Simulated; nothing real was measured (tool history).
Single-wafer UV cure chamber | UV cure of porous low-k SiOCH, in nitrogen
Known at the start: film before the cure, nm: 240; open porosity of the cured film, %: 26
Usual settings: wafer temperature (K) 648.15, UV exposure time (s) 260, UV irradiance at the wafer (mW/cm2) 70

| run | day | wafer temperature (K) | UV exposure time (s) | UV irradiance at the wafer (mW/cm2) | wafers since the last listed run | hours since the UV bulbs were replaced | wafers since the quartz window was cleaned | loss of film thickness in the cure (%) |
|---|---|---|---|---|---|---|---|---|
| 1 | 0 | 648.15 | 260 | 70 | 0 | 484.4 | 147 | 11.829 |
| 2 | 12.192 | 648.15 | 260 | 70 | 2024 | 777 | 2172 | 11.377 |
| 3 | 16.379 | 648.15 | 260 | 70 | 695 | 877.5 | 2867 | 11.359 |
|  | 20.604 | quartz window cleaned |
|  | 22.592 | UV bulbs replaced |
| 4 | 23.404 | 648.15 | 380 | 70 | 1055 | 19.5 | 409 | 14.745 |
| 5 | 25.779 | 648.15 | 380 | 70 | 394 | 76.5 | 803 | 14.535 |
| 6 | 29.262 | 648.15 | 300 | 70 | 578 | 160.1 | 1382 | 13.006 |
| 7 | 33.125 | 648.15 | 260 | 46 | 641 | 252.8 | 2023 | 10.143 |
| 8 | 34.675 | 648.15 | 260 | 46 | 257 | 290 | 2281 | 9.904 |
| 9 | 38.725 | 648.15 | 260 | 70 | 672 | 387.2 | 2953 | 12.079 |
|  | 40.292 | quartz window cleaned |
| 10 | 40.317 | 648.15 | 260 | 70 | 208 | 425.4 | 3 | 11.828 |
| 11 | 44.204 | 648.15 | 260 | 70 | 645 | 518.7 | 649 | 11.901 |
| 12 | 45.775 | 648.15 | 260 | 70 | 260 | 556.4 | 910 | 11.84 |
| 13 | 50.054 | 635.15 | 185 | 105 | 710 | 659.1 | 1620 | 11.615 |
| 14 | 52.988 | 648.15 | 260 | 70 | 487 | 729.5 | 2108 | 11.61 |
| 15 | 54.996 | 648.15 | 125 | 70 | 333 | 777.7 | 2441 | 8.035 |
| 16 | 59.238 | 648.15 | 370 | 101 | 704 | 879.5 | 3146 | 15.395 |
|  | 59.979 | quartz window cleaned |
| 17 | 62.125 | 648.15 | 260 | 70 | 424 | 948.8 | 356 | 11.659 |
|  | 63.829 | UV bulbs replaced |
| 18 | 65.55 | 648.15 | 260 | 70 | 513 | 41.3 | 869 | 12.685 |
| 19 | 69.375 | 632.15 | 260 | 70 | 635 | 133.1 | 1505 | 11.985 |
|  | 78.471 | quartz window cleaned |
| 20 | 81.925 | 631.15 | 380 | 55 | 2028 | 434.3 | 573 | 12.23 |
| 21 | 84.279 | 648.15 | 260 | 70 | 390 | 490.8 | 964 | 11.978 |
| 22 | 87.458 | 632.15 | 200 | 70 | 527 | 567.1 | 1492 | 10.36 |
| 23 | 90.425 | 667.15 | 260 | 103 | 492 | 638.3 | 1985 | 14.266 |
| 24 | 94.225 | 648.15 | 305 | 45 | 631 | 729.5 | 2616 | 10.13 |

Here are 4 independent what-if runs from the current tool condition. What would each one return?
| A | 94.242 | 648.15 | 260 | 82 | 2 | 729.9 | 2619 | ? |
| B | 94.242 | 648.15 | 260 | 40 | 2 | 729.9 | 2619 | ? |
| C | 94.242 | 648.15 | 315 | 70 | 2 | 729.9 | 2619 | ? |
| D | 94.242 | 668.15 | 405 | 91 | 2 | 729.9 | 2619 | ? |

| run | loss of film thickness in the cure (%) |
|---|---|
| A | 12.528 |
| B | 8.965 |
| C | 12.7 |
| D | 15.845 |
Had the tool no hidden state, the same runs would have come out as:
| run | loss of film thickness in the cure (%) |
|---|---|
| A | 13.584 |
| B | 9.956 |
| C | 13.76 |
| D | 16.963 |

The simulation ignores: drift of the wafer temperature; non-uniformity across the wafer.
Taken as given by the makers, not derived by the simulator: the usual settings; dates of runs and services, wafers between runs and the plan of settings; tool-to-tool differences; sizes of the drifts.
